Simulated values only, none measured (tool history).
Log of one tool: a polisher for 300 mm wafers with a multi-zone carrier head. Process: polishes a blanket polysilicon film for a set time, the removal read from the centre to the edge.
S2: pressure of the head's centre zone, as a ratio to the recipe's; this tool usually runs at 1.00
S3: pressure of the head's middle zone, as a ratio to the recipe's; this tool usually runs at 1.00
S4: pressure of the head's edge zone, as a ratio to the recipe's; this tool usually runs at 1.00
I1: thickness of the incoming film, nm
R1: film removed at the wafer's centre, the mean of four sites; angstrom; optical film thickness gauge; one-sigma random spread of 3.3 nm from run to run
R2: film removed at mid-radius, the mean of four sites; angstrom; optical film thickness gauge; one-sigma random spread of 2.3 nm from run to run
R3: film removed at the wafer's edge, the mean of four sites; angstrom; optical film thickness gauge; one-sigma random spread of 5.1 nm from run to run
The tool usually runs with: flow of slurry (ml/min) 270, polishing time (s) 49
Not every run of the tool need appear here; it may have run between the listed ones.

run 1 hour=0.0 | flow_of_slurry_(ml/min)=270 S2=1.08 S3=1.00 S4=1.00 polishing_time_(s)=49 | I1=990.2 | R1=3637 R2=3305 R3=3379
-- hour=6.0 worn pad replaced by a new one
run 2 hour=59.2 | flow_of_slurry_(ml/min)=270 S2=1.08 S3=1.00 S4=1.00 polishing_time_(s)=49 | I1=1005.3 | R1=3923 R2=3552 R3=3615
run 3 hour=72.9 | flow_of_slurry_(ml/min)=270 S2=1.00 S3=1.00 S4=1.00 polishing_time_(s)=49 | I1=996.2 | R1=3612 R2=3458 R3=3513
run 4 hour=98.3 | flow_of_slurry_(ml/min)=270 S2=1.00 S3=1.00 S4=1.00 polishing_time_(s)=49 | I1=994.4 | R1=3443 R2=3382 R3=3445
run 5 hour=120.4 | flow_of_slurry_(ml/min)=270 S2=1.00 S3=1.00 S4=1.00 polishing_time_(s)=49 | I1=989.2 | R1=3364 R2=3372 R3=3393
-- hour=141.8 worn pad replaced by a new one
run 6 hour=142.3 | flow_of_slurry_(ml/min)=270 S2=1.00 S3=1.00 S4=1.08 polishing_time_(s)=49 | I1=1013.2 | R1=3773 R2=3707 R3=3840
run 7 hour=156.5 | flow_of_slurry_(ml/min)=270 S2=1.00 S3=1.00 S4=1.00 polishing_time_(s)=49 | I1=1009.1 | R1=3721 R2=3682 R3=3772
run 8 hour=179.5 | flow_of_slurry_(ml/min)=270 S2=1.00 S3=1.00 S4=1.00 polishing_time_(s)=49 | I1=1005.7 | R1=3623 R2=3572 R3=3634
run 9 hour=199.4 | flow_of_slurry_(ml/min)=270 S2=1.00 S3=1.00 S4=1.00 polishing_time_(s)=49 | I1=1008.1 | R1=3631 R2=3466 R3=3559
run 10 hour=247.4 | flow_of_slurry_(ml/min)=270 S2=1.00 S3=1.00 S4=1.00 polishing_time_(s)=49 | I1=1009.7 | R1=3435 R2=3353 R3=3417
-- hour=257.3 worn pad replaced by a new one
run 11 hour=273.2 | flow_of_slurry_(ml/min)=270 S2=1.00 S3=1.04 S4=1.09 polishing_time_(s)=49 | I1=1007.6 | R1=3689 R2=3750 R3=3831
run 12 hour=292.4 | flow_of_slurry_(ml/min)=270 S2=1.11 S3=1.00 S4=1.00 polishing_time_(s)=49 | I1=990.3 | R1=4021 R2=3591 R3=3580
-- hour=315.4 slurry nozzle cleaned
run 13 hour=317.9 | flow_of_slurry_(ml/min)=270 S2=1.00 S3=1.00 S4=1.00 polishing_time_(s)=49 | I1=1005.5 | R1=3575 R2=3469 R3=3515
-- hour=324.8 edge zone pressure recalibrated
-- hour=343.5 centre zone pressure recalibrated
run 14 hour=348.6 | flow_of_slurry_(ml/min)=325 S2=1.00 S3=1.10 S4=0.89 polishing_time_(s)=49 | I1=994.3 | R1=3577 R2=3721 R3=3322
run 15 hour=366.1 | flow_of_slurry_(ml/min)=270 S2=1.00 S3=1.00 S4=1.08 polishing_time_(s)=49 | I1=997.3 | R1=3379 R2=3319 R3=3568
-- hour=394.3 worn pad replaced by a new one
run 16 hour=401.0 | flow_of_slurry_(ml/min)=270 S2=0.92 S3=1.00 S4=1.10 polishing_time_(s)=49 | I1=1010.2 | R1=3457 R2=3679 R3=3862
run 17 hour=432.9 | flow_of_slurry_(ml/min)=270 S2=1.00 S3=1.00 S4=0.90 polishing_time_(s)=49 | I1=998.6 | R1=3656 R2=3611 R3=3552
-- hour=465.4 carrier head's membrane replaced by a new one
run 18 hour=466.7 | flow_of_slurry_(ml/min)=210 S2=1.00 S3=1.00 S4=1.00 polishing_time_(s)=49 | I1=1010.7 | R1=3425 R2=3386 R3=3482
run 19 hour=480.3 | flow_of_slurry_(ml/min)=270 S2=0.95 S3=1.00 S4=1.00 polishing_time_(s)=55 | I1=1020.7 | R1=3711 R2=3827 R3=3937
-- hour=519.0 worn pad replaced by a new one
run 20 hour=565.7 | flow_of_slurry_(ml/min)=215 S2=0.90 S3=1.00 S4=0.94 polishing_time_(s)=62 | I1=997.2 | R1=4002 R2=4369 R3=4301
run 21 hour=580.8 | flow_of_slurry_(ml/min)=270 S2=1.10 S3=1.00 S4=1.00 polishing_time_(s)=49 | I1=1015.1 | R1=3921 R2=3490 R3=3622
run 22 hour=605.0 | flow_of_slurry_(ml/min)=270 S2=1.00 S3=1.00 S4=0.89 polishing_time_(s)=41 | I1=991.5 | R1=2914 R2=2861 R3=2767

Forecast each of these 4 alternatives for the next run:
run A hour=605.4 | flow_of_slurry_(ml/min)=270 S2=1.00 S3=1.00 S4=1.00 polishing_time_(s)=49 | I1=999.8 | R1=? R2=? R3=?
run B hour=605.4 | flow_of_slurry_(ml/min)=355 S2=1.00 S3=1.00 S4=1.00 polishing_time_(s)=49 | I1=999.8 | R1=? R2=? R3=?
run C hour=605.4 | flow_of_slurry_(ml/min)=270 S2=1.08 S3=1.09 S4=1.10 polishing_time_(s)=44 | I1=999.8 | R1=? R2=? R3=?
run D hour=605.4 | flow_of_slurry_(ml/min)=270 S2=1.04 S3=1.00 S4=0.91 polishing_time_(s)=49 | I1=999.8 | R1=? R2=? R3=?

run=A R1=3469 R2=3387 R3=3510
run=B R1=3560 R2=3467 R3=3574
run=C R1=3368 R2=3239 R3=3256
run=D R1=3609 R2=3387 R3=3402
Without the tool's hidden state the same runs would have given:
run=A R1=3797 R2=3708 R3=3842
run=B R1=3897 R2=3795 R3=3911
run=C R1=3687 R2=3546 R3=3564
run=D R1=3950 R2=3707 R3=3723
